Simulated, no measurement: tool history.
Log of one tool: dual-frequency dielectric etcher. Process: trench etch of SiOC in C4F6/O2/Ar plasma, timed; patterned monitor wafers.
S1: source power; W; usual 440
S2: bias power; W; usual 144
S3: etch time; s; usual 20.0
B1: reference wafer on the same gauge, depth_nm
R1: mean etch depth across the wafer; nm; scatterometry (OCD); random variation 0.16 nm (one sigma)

Run 1, hour 0.0: usual settings; B1 41.34. Result: R1 43.05 nm.
Run 2, hour 123.2: usual settings; B1 41.40. Result: R1 43.46 nm.
At hour 163.8: upper electrode replaced.
Run 3, hour 164.2: usual settings; B1 41.41. Result: R1 43.25 nm.
At hour 237.7: wet clean of the chamber.
Run 4, hour 254.5: usual settings; B1 41.38. Result: R1 41.87 nm.
Run 5, hour 352.1: usual settings; B1 41.38. Result: R1 42.20 nm.
Run 6, hour 444.7: usual settings; B1 41.42. Result: R1 42.23 nm.
Run 7, hour 518.9: usual settings; B1 41.47. Result: R1 42.40 nm.
Run 8, hour 618.7: usual settings but S2 152 W; B1 41.37. Result: R1 43.29 nm.
Run 9, hour 687.4: usual settings but S2 152 W; B1 41.38. Result: R1 43.59 nm.
At hour 824.7: wet clean of the chamber.
At hour 837.5: source power generator calibrated.
Run 10, hour 981.2: usual settings but S1 390 W, S2 168 W, S3 22.0 s; B1 41.42. Result: R1 47.08 nm.
At hour 985.4: bias power generator calibrated.
At hour 1066.2: gauge calibrated.
Run 11, hour 1071.1: usual settings but S1 530 W, S3 16.5 s; B1 41.41. Result: R1 37.65 nm.
Run 12, hour 1129.4: usual settings but S1 400 W, S2 115 W, S3 24.5 s; B1 41.37. Result: R1 46.12 nm.
Run 13, hour 1225.8: usual settings; B1 41.35. Result: R1 42.88 nm.
Run 14, hour 1317.3: usual settings but S3 14.5 s; B1 41.39. Result: R1 31.25 nm.
Run 15, hour 1358.6: usual settings but S1 410 W; B1 41.40. Result: R1 42.14 nm.
At hour 1399.2: wet clean of the chamber.
Run 16, hour 1415.5: usual settings but S1 410 W, S2 109 W; B1 41.35. Result: R1 36.73 nm.
Run 17, hour 1484.5: usual settings; B1 41.41. Result: R1 42.32 nm.
Run 18, hour 1589.0: usual settings but S1 400 W, S2 164 W, S3 24.5 s; B1 41.38. Result: R1 52.91 nm.
Run 19, hour 1689.2: usual settings; B1 41.41. Result: R1 42.63 nm.
Run 20, hour 1754.9: usual settings but S1 480 W, S2 120 W; B1 41.49. Result: R1 40.90 nm.
Run 21, hour 1849.6: usual settings but S1 530 W, S3 23.0 s; B1 41.38. Result: R1 53.26 nm.
Run 22, hour 1897.0: usual settings but S1 350 W, S2 120 W, S3 23.0 s; B1 41.46. Result: R1 42.23 nm.
Run 23, hour 1971.0: usual settings; B1 41.35. Result: R1 43.31 nm.
At hour 2014.3: wet clean of the chamber.
Run 24, hour 2054.9: usual settings but S1 370 W, S2 166 W; B1 41.33. Result: R1 41.21 nm.
Run 25, hour 2161.3: usual settings but S2 153 W; B1 41.44. Result: R1 43.15 nm.
Run 26, hour 2216.4: usual settings but S1 410 W, S2 109 W; B1 41.43. Result: R1 36.41 nm.
Run 27, hour 2262.9: usual settings; B1 41.42. Result: R1 42.41 nm.
Run 28, hour 2354.4: usual settings; B1 41.35. Result: R1 42.42 nm.
Run 29, hour 2414.3: usual settings; B1 41.38. Result: R1 42.90 nm.

What the log doesn't show, run by run:
bias power that arrives over what is set, %: 0 in every run
gauge reads high (%): 0 in every run
H1: etch rate over this chamber's usual, %
H2: source power that arrives over what is set, %
run      H1       H2
  1       3    -1.28
  2    3.67    -1.55
  3    3.89    -1.65
  4  0.0246    -1.87
  5   0.551    -2.12
  6    1.05    -2.36
  7    1.45    -2.57
  8    1.99    -2.86
  9    2.36    -3.06
 10   0.477    0.113
 11   0.961   0.0913
 12    1.28   0.0714
 13    1.79   0.0289
 14    2.29  -0.0227
 15    2.51  -0.0495
 16  -0.176  -0.0902
 17   0.196   -0.145
 18   0.759    -0.24
 19     1.3   -0.344
 20    1.65    -0.42
 21    2.16   -0.538
 22    2.42   -0.602
 23    2.82   -0.707
 24  -0.226   -0.836
 25   0.347    -1.01
 26   0.644    -1.11
 27   0.895    -1.19
 28    1.39    -1.37
 29    1.71    -1.49
